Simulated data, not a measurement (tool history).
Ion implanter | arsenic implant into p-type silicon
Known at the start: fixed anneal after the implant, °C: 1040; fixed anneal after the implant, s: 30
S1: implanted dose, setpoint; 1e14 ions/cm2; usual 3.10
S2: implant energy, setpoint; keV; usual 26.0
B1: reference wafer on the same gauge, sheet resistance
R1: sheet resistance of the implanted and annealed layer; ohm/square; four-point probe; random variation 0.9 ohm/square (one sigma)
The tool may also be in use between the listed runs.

{"run": 1, "hour": 0.0, "S1": 3.1, "S2": 26.0, "B1": 257.84, "R1": 242.98}
{"run": 2, "hour": 90.4, "S1": 3.1, "S2": 26.0, "B1": 258.05, "R1": 243.08}
{"run": 3, "hour": 130.6, "S1": 3.1, "S2": 26.0, "B1": 257.72, "R1": 242.75}
{"run": 4, "hour": 214.7, "S1": 3.1, "S2": 26.0, "B1": 258.04, "R1": 243.0}
{"run": 5, "hour": 265.0, "S1": 3.1, "S2": 26.0, "B1": 257.97, "R1": 242.9}
{"run": 6, "hour": 372.5, "S1": 2.61, "S2": 31.5, "B1": 258.22, "R1": 269.43}
{"run": 7, "hour": 419.7, "S1": 2.61, "S2": 31.5, "B1": 257.97, "R1": 269.09}
{"hour": 478.4, "done": "extraction supply calibrated"}
{"run": 8, "hour": 502.5, "S1": 3.1, "S2": 18.5, "B1": 257.83, "R1": 250.37}
{"run": 9, "hour": 569.4, "S1": 3.91, "S2": 20.0, "B1": 258.19, "R1": 206.33}
{"run": 10, "hour": 625.1, "S1": 3.1, "S2": 26.0, "B1": 257.97, "R1": 240.29}
{"hour": 639.4, "done": "gauge calibrated"}
{"run": 11, "hour": 745.9, "S1": 2.74, "S2": 30.5, "B1": 258.02, "R1": 259.61}
{"hour": 795.5, "done": "Faraday cup replaced and dose calibrated"}
{"run": 12, "hour": 832.2, "S1": 3.34, "S2": 29.5, "B1": 257.98, "R1": 228.84}
{"run": 13, "hour": 906.5, "S1": 2.8, "S2": 26.0, "B1": 258.15, "R1": 266.34}
{"run": 14, "hour": 950.6, "S1": 2.24, "S2": 34.0, "B1": 258.15, "R1": 302.75}
{"run": 15, "hour": 1031.2, "S1": 2.78, "S2": 31.0, "B1": 258.32, "R1": 260.65}

The tool's hidden state at each run:
deviation of the true energy from its setpoint, %: 0 in every run
gauge reads high (%): 0 in every run
H1: deviation of the true dose from the Faraday cup's reading, %
run=1 H1=2.23
run=2 H1=2.46
run=3 H1=2.57
run=4 H1=2.79
run=5 H1=2.92
run=6 H1=3.2
run=7 H1=3.33
run=8 H1=3.54
run=9 H1=3.72
run=10 H1=3.87
run=11 H1=4.18
run=12 H1=0.653
run=13 H1=0.848
run=14 H1=0.964
run=15 H1=1.18
